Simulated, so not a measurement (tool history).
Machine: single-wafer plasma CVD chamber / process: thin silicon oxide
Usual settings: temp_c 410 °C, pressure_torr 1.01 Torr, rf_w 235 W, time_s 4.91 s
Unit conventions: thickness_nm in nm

run    hour  temp_c  pressure_torr  rf_w  time_s  wafers since the last listed run  hours since the last thermocouple change  hours since the last RF generator calibration  hours since the last manometer calibration  hours since the showerhead was replaced  hours since the gauge calibration  read-back reference wafer on the same gauge, thickness_nm  thickness_nm
  1     0.0     410           1.01   235    4.91                                 0                                     935.6                                         1624.4                                      1591.0                                   5664.8                                5.7                                                     11.203        10.543
  2    50.6     410           1.01   235    4.91                              1839                                     986.2                                         1675.0                                      1641.6                                   5715.4                               56.3                                                     11.206        10.537
  3   114.2     410           1.01   235    4.91                              2311                                    1049.8                                         1738.6                                      1705.2                                   5779.0                              119.9                                                     11.202        10.473
  4   262.8     410           1.01   235    4.91                              5401                                    1198.4                                         1887.2                                      1853.8                                   5927.6                              268.5                                                     11.192        10.511
  5   332.4     410           1.01   235    4.91                              2529                                    1268.0                                         1956.8                                      1923.4                                   5997.2                              338.1                                                     11.205        10.428
  6   365.8     410           1.01   235    4.91                              1213                                    1301.4                                         1990.2                                      1956.8                                   6030.6                              371.5                                                     11.199        10.554
  7   397.3     410           1.01   235    4.91                              1144                                    1332.9                                         2021.7                                      1988.3                                   6062.1                              403.0                                                     11.186        10.530
  8   446.5     410           1.01   235    4.91                              1788                                    1382.1                                         2070.9                                      2037.5                                   6111.3                              452.2                                                     11.211        10.464
  9   474.3     410           1.01   235    4.91                              1010                                    1409.9                                         2098.7                                      2065.3                                   6139.1                              480.0                                                     11.202        10.537
      497.1  -- RF generator calibrated
 10   500.7     410           1.01   235    4.91                               668                                    1436.3                                            3.6                                      2091.7                                   6165.5                              506.4                                                     11.195        10.576
 11   567.4     410           1.01   235    4.91                              2424                                    1503.0                                           70.3                                      2158.4                                   6232.2                              573.1                                                     11.198        10.521
 12   609.3     410           1.01   235    4.91                              1522                                    1544.9                                          112.2                                      2200.3                                   6274.1                              615.0                                                     11.204        10.528
 13   678.0     410           1.01   220    5.11                              2497                                    1613.6                                          180.9                                      2269.0                                   6342.8                              683.7                                                     11.195        10.454
 14   739.3     410           0.92   235    4.91                              2228                                    1674.9                                          242.2                                      2330.3                                   6404.1                              745.0                                                     11.183         9.915
 15   798.2     403           1.25   215    5.40                              2140                                    1733.8                                          301.1                                      2389.2                                   6463.0                              803.9                                                     11.203        12.363
 16   844.2     406           1.01   235    4.19                              1671                                    1779.8                                          347.1                                      2435.2                                   6509.0                              849.9                                                     11.210         9.015
      896.5  -- showerhead replaced
 17   901.0     410           1.01   235    4.91                              1773                                    1836.6                                          403.9                                      2492.0                                      4.5                              906.7                                                     11.209        10.533
      912.7  -- thermocouple changed; heater temperature recalibrated
 18   963.6     410           1.01   235    4.91                              1984                                      50.9                                          466.5                                      2554.6                                     67.1                              969.3                                                     11.207        10.476
 19   994.6     410           1.01   190    4.91                              1126                                      81.9                                          497.5                                      2585.6                                     98.1                             1000.3                                                     11.213         8.986
     1015.6  -- gauge calibrated
     1034.2  -- capacitance manometer re-zeroed and calibrated
 20  1034.7     410           1.01   235    4.91                              1166                                     122.0                                          537.6                                         0.5                                    138.2                               19.1                                                     11.211        10.541
 21  1055.9     395           1.01   235    4.91                               770                                     143.2                                          558.8                                        21.7                                    159.4                               40.3                                                     11.205        10.631
 22  1101.2     402           1.01   235    4.07                              1646                                     188.5                                          604.1                                        67.0                                    204.7                               85.6                                                     11.208         8.757
 23  1149.6     410           1.01   220    5.11                              1759                                     236.9                                          652.5                                       115.4                                    253.1                              134.0                                                     11.194        10.444
 24  1194.4     418           1.01   235    4.91                              1628                                     281.7                                          697.3                                       160.2                                    297.9                              178.8                                                     11.207        10.492
 25  1236.0     404           1.01   235    4.91                              1512                                     323.3                                          738.9                                       201.8                                    339.5                              220.4                                                     11.192        10.545
 26  1301.1     397           0.77   250    4.91                              2366                                     388.4                                          804.0                                       266.9                                    404.6                              285.5                                                     11.206         9.077
 27  1373.0     410           1.01   235    4.52                              2613                                     460.3                                          875.9                                       338.8                                    476.5                              357.4                                                     11.189         9.666
 28  1424.5     410           1.01   235    4.91                              1871                                     511.8                                          927.4                                       390.3                                    528.0                              408.9                                                     11.183        10.491
 29  1459.5     410           1.01   235    4.91                              1272                                     546.8                                          962.4                                       425.3                                    563.0                              443.9                                                     11.204        10.511
 30  1530.7     410           1.24   235    5.58                              2587                                     618.0                                         1033.6                                       496.5                                    634.2                              515.1                                                     11.194        13.427

For each run, what was the tool's unlogged condition?
wafer temperature above the value expected at the setpoint (K): 0, the same for each run
delivered RF power above the setpoint (%): 0, the same for each run
true pressure above the setpoint (%): 0, the same for each run
gauge reads high (%): 0, the same for each run
